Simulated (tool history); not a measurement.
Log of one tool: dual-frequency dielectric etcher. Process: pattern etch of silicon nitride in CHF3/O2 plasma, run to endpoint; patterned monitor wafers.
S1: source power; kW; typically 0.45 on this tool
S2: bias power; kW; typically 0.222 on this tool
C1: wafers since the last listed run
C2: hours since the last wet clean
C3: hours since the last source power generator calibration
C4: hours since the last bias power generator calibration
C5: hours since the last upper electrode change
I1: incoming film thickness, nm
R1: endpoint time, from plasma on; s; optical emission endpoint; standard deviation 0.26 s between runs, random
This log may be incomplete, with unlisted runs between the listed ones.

run 1 hour=0 | S1=0.45 S2=0.183 | C1=0 C2=479.3 C3=4614.7 C4=3602.3 C5=4971.1 | I1=64.1 | R1=46.9
run 2 hour=27.5 | S1=0.45 S2=0.183 | C1=400 C2=506.8 C3=4642.2 C4=3629.8 C5=4998.6 | I1=63.8 | R1=46.8
run 3 hour=41 | S1=0.45 S2=0.183 | C1=196 C2=520.3 C3=4655.7 C4=3643.3 C5=5012.1 | I1=62.8 | R1=45.6
run 4 hour=58.6 | S1=0.45 S2=0.222 | C1=256 C2=537.9 C3=4673.3 C4=3660.9 C5=5029.7 | I1=63 | R1=43
run 5 hour=78 | S1=0.45 S2=0.222 | C1=282 C2=557.3 C3=4692.7 C4=3680.3 C5=5049.1 | I1=63.5 | R1=43
run 6 hour=103.6 | S1=0.49 S2=0.192 | C1=373 C2=582.9 C3=4718.3 C4=3705.9 C5=5074.7 | I1=63.9 | R1=44
run 7 hour=131.7 | S1=0.54 S2=0.178 | C1=409 C2=611 C3=4746.4 C4=3734 C5=5102.8 | I1=64.3 | R1=43.7
-- hour=161.8 source power generator calibrated
-- hour=180.4 wet clean of the chamber
run 8 hour=180.9 | S1=0.54 S2=0.178 | C1=388 C2=0.5 C3=19.1 C4=3783.2 C5=5152 | I1=63.3 | R1=46
run 9 hour=198 | S1=0.45 S2=0.222 | C1=249 C2=17.6 C3=36.2 C4=3800.3 C5=5169.1 | I1=62.8 | R1=45.2
run 10 hour=230.5 | S1=0.45 S2=0.222 | C1=473 C2=50.1 C3=68.7 C4=3832.8 C5=5201.6 | I1=63.3 | R1=45.4
-- hour=241.5 bias power generator calibrated
-- hour=269.4 upper electrode replaced
run 11 hour=269.9 | S1=0.45 S2=0.237 | C1=166 C2=89.5 C3=108.1 C4=28.4 C5=0.5 | I1=64.1 | R1=44.6
run 12 hour=278.7 | S1=0.45 S2=0.222 | C1=128 C2=98.3 C3=116.9 C4=37.2 C5=9.3 | I1=63.2 | R1=44.4
run 13 hour=291.5 | S1=0.49 S2=0.192 | C1=186 C2=111.1 C3=129.7 C4=50 C5=22.1 | I1=63.3 | R1=45.7
run 14 hour=323.7 | S1=0.45 S2=0.222 | C1=469 C2=143.3 C3=161.9 C4=82.2 C5=54.3 | I1=63.8 | R1=44.4
run 15 hour=340.9 | S1=0.54 S2=0.204 | C1=250 C2=160.5 C3=179.1 C4=99.4 C5=71.5 | I1=64 | R1=43.7
run 16 hour=366.1 | S1=0.45 S2=0.248 | C1=367 C2=185.7 C3=204.3 C4=124.6 C5=96.7 | I1=63.7 | R1=43.2
run 17 hour=400.7 | S1=0.35 S2=0.188 | C1=504 C2=220.3 C3=238.9 C4=159.2 C5=131.3 | I1=63.8 | R1=51.7
run 18 hour=433.9 | S1=0.55 S2=0.245 | C1=483 C2=253.5 C3=272.1 C4=192.4 C5=164.5 | I1=62.7 | R1=39.5
run 19 hour=459.2 | S1=0.41 S2=0.18 | C1=368 C2=278.8 C3=297.4 C4=217.7 C5=189.8 | I1=63.2 | R1=49.3
run 20 hour=476.4 | S1=0.39 S2=0.195 | C1=250 C2=296 C3=314.6 C4=234.9 C5=207 | I1=63.5 | R1=48.9

Alternative continuations, all from the tool just after run 20; predict every row:
run A hour=476.8 | S1=0.45 S2=0.222 | C1=5 C2=296.4 C3=315 C4=235.3 C5=207.4 | I1=62.9 | R1=?
run B hour=476.8 | S1=0.56 S2=0.187 | C1=5 C2=296.4 C3=315 C4=235.3 C5=207.4 | I1=62.9 | R1=?
run C hour=476.8 | S1=0.49 S2=0.199 | C1=5 C2=296.4 C3=315 C4=235.3 C5=207.4 | I1=62.9 | R1=?

run=A R1=43.8
run=B R1=43.1
run=C R1=44.3
What these runs would have given with no unlogged condition in the tool:
run=A R1=44.7
run=B R1=44
run=C R1=45.2

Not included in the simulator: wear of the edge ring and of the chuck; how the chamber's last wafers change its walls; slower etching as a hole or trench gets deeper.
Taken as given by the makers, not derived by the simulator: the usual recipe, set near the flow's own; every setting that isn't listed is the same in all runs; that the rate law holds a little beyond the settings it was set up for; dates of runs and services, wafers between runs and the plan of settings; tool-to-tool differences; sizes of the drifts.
